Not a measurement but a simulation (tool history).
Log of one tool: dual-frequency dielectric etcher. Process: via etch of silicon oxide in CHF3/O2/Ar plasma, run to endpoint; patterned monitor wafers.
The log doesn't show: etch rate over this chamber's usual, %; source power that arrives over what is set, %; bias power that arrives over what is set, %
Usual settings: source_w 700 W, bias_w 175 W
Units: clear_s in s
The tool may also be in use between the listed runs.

run	hour	source_w	bias_w	wafers since the last listed run	hours since the last wet clean	hours since the last source power generator calibration	hours since the last bias power generator calibration	hours since the last upper electrode change	incoming incoming film thickness, nm	clear_s
1	0	700	175	0	4.9	3473	2951.7	2633.6	677.2	339.5
2	32.5	700	175	160	37.4	3505.5	2984.2	2666.1	678.4	339.4
3	92.7	830	175	296	97.6	3565.7	3044.4	2726.3	669.8	303.3
4	211.1	830	175	583	216	3684.1	3162.8	2844.7	674.5	308.5
5	251.9	630	175	200	256.8	3724.9	3203.6	2885.5	672.6	361
6	278	630	175	128	282.9	3751	3229.7	2911.6	668.4	357
7	340.2	630	175	306	345.1	3813.2	3291.9	2973.8	669.2	364.4
8	368.3	700	203	138	373.2	3841.3	3320	3001.9	671	320.1
# hour 401.5: wet clean of the chamber
9	402	700	203	47	0.5	3875	3353.7	3035.6	669.2	310.5
10	433.6	700	175	155	32.1	3906.6	3385.3	3067.2	668.2	332
11	471.4	810	198	186	69.9	3944.4	3423.1	3105	679.9	292.8
# hour 516.7: source power generator calibrated
12	529.8	810	198	267	128.3	13.1	3481.5	3163.4	678.5	296.5
13	563.9	810	198	167	162.4	47.2	3515.6	3197.5	673.9	291.7
14	597	700	144	162	195.5	80.3	3548.7	3230.6	673.7	374.3
15	652.6	700	144	273	251.1	135.9	3604.3	3286.2	676	375.6
16	722.7	700	144	345	321.2	206	3674.4	3356.3	674.3	375.5
17	749	530	212	129	347.5	232.3	3700.7	3382.6	670.4	378.5
18	800	700	204	251	398.5	283.3	3751.7	3433.6	680.4	320.2
19	853	700	175	260	451.5	336.3	3804.7	3486.6	682	347.5
# hour 890.2: wet clean of the chamber
20	895.9	700	175	93	5.7	379.2	3847.6	3529.5	671.8	333.4
21	951.6	700	175	274	61.4	434.9	3903.3	3585.2	668.9	332.2
22	1035.2	800	192	411	145	518.5	3986.9	3668.8	668.6	301.9
23	1075.9	700	218	200	185.7	559.2	4027.6	3709.5	677.1	306.7
# hour 1120.3: upper electrode replaced
24	1128	760	153	138	237.8	611.3	4079.7	7.7	672.2	343.3
# hour 1148.5: bias power generator calibrated
25	1161	570	162	142	270.8	644.3	12.5	40.7	669.9	407.3
26	1263.7	700	155	505	373.5	747	115.2	143.4	679.5	364.4
# hour 1296.5: wet clean of the chamber
27	1312.2	590	218	120	15.7	795.5	163.7	191.9	671.9	334.5
28	1359.6	700	175	233	63.1	842.9	211.1	239.3	665	330.6
29	1412.9	700	144	262	116.4	896.2	264.4	292.6	671.8	371
30	1477.1	640	211	316	180.6	960.4	328.6	356.8	669.7	326.3
31	1526.2	700	175	241	229.7	1009.5	377.7	405.9	671.5	336.9
32	1583.3	700	175	281	286.8	1066.6	434.8	463	666.1	337.6
33	1622.5	700	175	193	326	1105.8	474	502.2	677.6	342.4
34	1673.8	570	212	252	377.3	1157.1	525.3	553.5	673.6	357.9

Forecast each of these 5 alternatives for the next run:
A	1674.3	700	158	2	377.8	1157.6	525.8	554	672.7	?
B	1674.3	700	154	2	377.8	1157.6	525.8	554	672.7	?
C	1674.3	700	149	2	377.8	1157.6	525.8	554	672.7	?
D	1674.3	770	159	2	377.8	1157.6	525.8	554	672.7	?
E	1674.3	770	136	2	377.8	1157.6	525.8	554	672.7	?

run	clear_s
A	360.4
B	364.9
C	370.8
D	339.1
E	365.8
Without the tool's hidden state the same runs would have given:
run	clear_s
A	351.6
B	356
C	361.8
D	330.9
E	356.9

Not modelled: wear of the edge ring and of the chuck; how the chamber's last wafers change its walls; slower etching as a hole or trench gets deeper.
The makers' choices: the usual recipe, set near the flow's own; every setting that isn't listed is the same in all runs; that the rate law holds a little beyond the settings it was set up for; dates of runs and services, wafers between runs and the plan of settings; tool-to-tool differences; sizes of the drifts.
